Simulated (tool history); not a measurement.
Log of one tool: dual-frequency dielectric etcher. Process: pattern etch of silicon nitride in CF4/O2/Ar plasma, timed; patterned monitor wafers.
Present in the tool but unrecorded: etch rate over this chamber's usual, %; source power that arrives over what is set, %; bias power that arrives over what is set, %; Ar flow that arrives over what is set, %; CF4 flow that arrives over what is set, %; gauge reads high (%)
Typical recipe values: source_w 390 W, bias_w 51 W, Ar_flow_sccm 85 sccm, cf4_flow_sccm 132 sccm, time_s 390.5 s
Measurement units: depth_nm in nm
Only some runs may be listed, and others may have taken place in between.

run,day,source_w,bias_w,Ar_flow_sccm,cf4_flow_sccm,time_s,wafers since the last listed run,hours since the last wet clean,hours since the last source power generator calibration,hours since the last bias power generator calibration,hours since the last Ar flow controller change,hours since the last CF4 flow controller change,hours since the last upper electrode change,hours since the gauge calibration,"read-back reference wafer on the same gauge, depth_nm",depth_nm
1,0.000,390,51,85,132,390.5,0,202.9,3540.0,2360.7,2809.2,3933.4,2468.5,762.1,591.1,639.8
2,3.200,390,59,85,132,390.5,220,279.7,3616.8,2437.5,2886.0,4010.2,2545.3,838.9,591.1,667.3
# day 5.433: CF4 flow controller replaced
3,5.475,390,51,85,132,390.5,139,334.3,3671.4,2492.1,2940.6,1.0,2599.9,893.5,591.2,638.1
4,9.692,390,51,85,132,390.5,290,435.5,3772.6,2593.3,3041.8,102.2,2701.1,994.7,591.0,639.1
5,12.183,390,51,85,132,390.5,171,495.3,3832.4,2653.1,3101.6,162.0,2760.9,1054.5,590.9,644.6
# day 13.667: wet clean of the chamber
6,16.383,390,42,94,132,390.5,220,65.2,3933.2,2753.9,3202.4,262.8,2861.7,1155.3,590.9,602.9
# day 16.796: gauge calibrated
# day 18.929: upper electrode replaced
7,18.983,390,42,94,132,390.5,110,127.6,3995.6,2816.3,3264.8,325.2,1.3,52.5,590.9,602.9
8,21.271,390,51,85,132,390.5,157,182.5,4050.5,2871.2,3319.7,380.1,56.2,107.4,591.0,643.7
# day 24.762: bias power generator calibrated
9,25.425,390,51,76,132,390.5,274,282.2,4150.2,15.9,3419.4,479.8,155.9,207.1,591.0,650.4
10,27.954,470,51,70,109,390.5,174,342.9,4210.9,76.6,3480.1,540.5,216.6,267.8,590.9,752.6
11,29.817,390,51,85,132,279.0,128,387.6,4255.6,121.3,3524.8,585.2,261.3,312.5,590.8,464.8
12,32.850,450,51,85,154,390.5,208,460.4,4328.4,194.1,3597.6,658.0,334.1,385.3,591.5,740.4
# day 35.821: wet clean of the chamber
13,35.842,430,45,106,132,281.5,137,0.5,4400.2,265.9,3669.4,729.8,405.9,457.1,590.9,484.0
14,39.238,350,51,106,132,390.5,233,82.0,4481.7,347.4,3750.9,811.3,487.4,538.6,590.9,584.7
# day 39.533: Ar flow controller replaced
# day 39.688: source power generator calibrated
15,41.896,390,51,64,122,390.5,155,145.8,53.0,411.2,56.7,875.1,551.2,602.4,591.3,624.8
16,43.504,390,56,100,114,390.5,110,184.4,91.6,449.8,95.3,913.7,589.8,641.0,591.4,617.8
17,45.562,450,51,85,101,290.5,141,233.8,141.0,499.2,144.7,963.1,639.2,690.4,591.3,501.9
18,49.408,390,51,85,158,390.5,264,326.1,233.3,591.5,237.0,1055.4,731.5,782.7,590.6,632.5
19,51.562,460,58,79,132,390.5,148,377.8,285.0,643.2,288.7,1107.1,783.2,834.4,590.6,745.9
20,55.358,390,51,85,132,390.5,261,468.9,376.1,734.3,379.8,1198.2,874.3,925.5,590.9,619.8
# day 57.271: wet clean of the chamber
21,58.358,480,51,70,104,339.5,137,26.1,448.1,806.3,451.8,1270.2,946.3,997.5,591.0,627.9

Each run again, without the hidden state but with its own random variation kept:
run,depth_nm
1,616.4
2,642.1
3,613.3
4,613.1
5,617.7
6,576.4
7,575.7
8,614.1
9,619.1
10,715.6
11,441.5
12,702.0
13,458.2
14,552.7
15,621.5
16,614.5
17,499.3
18,629.0
19,741.8
20,616.4
21,624.3
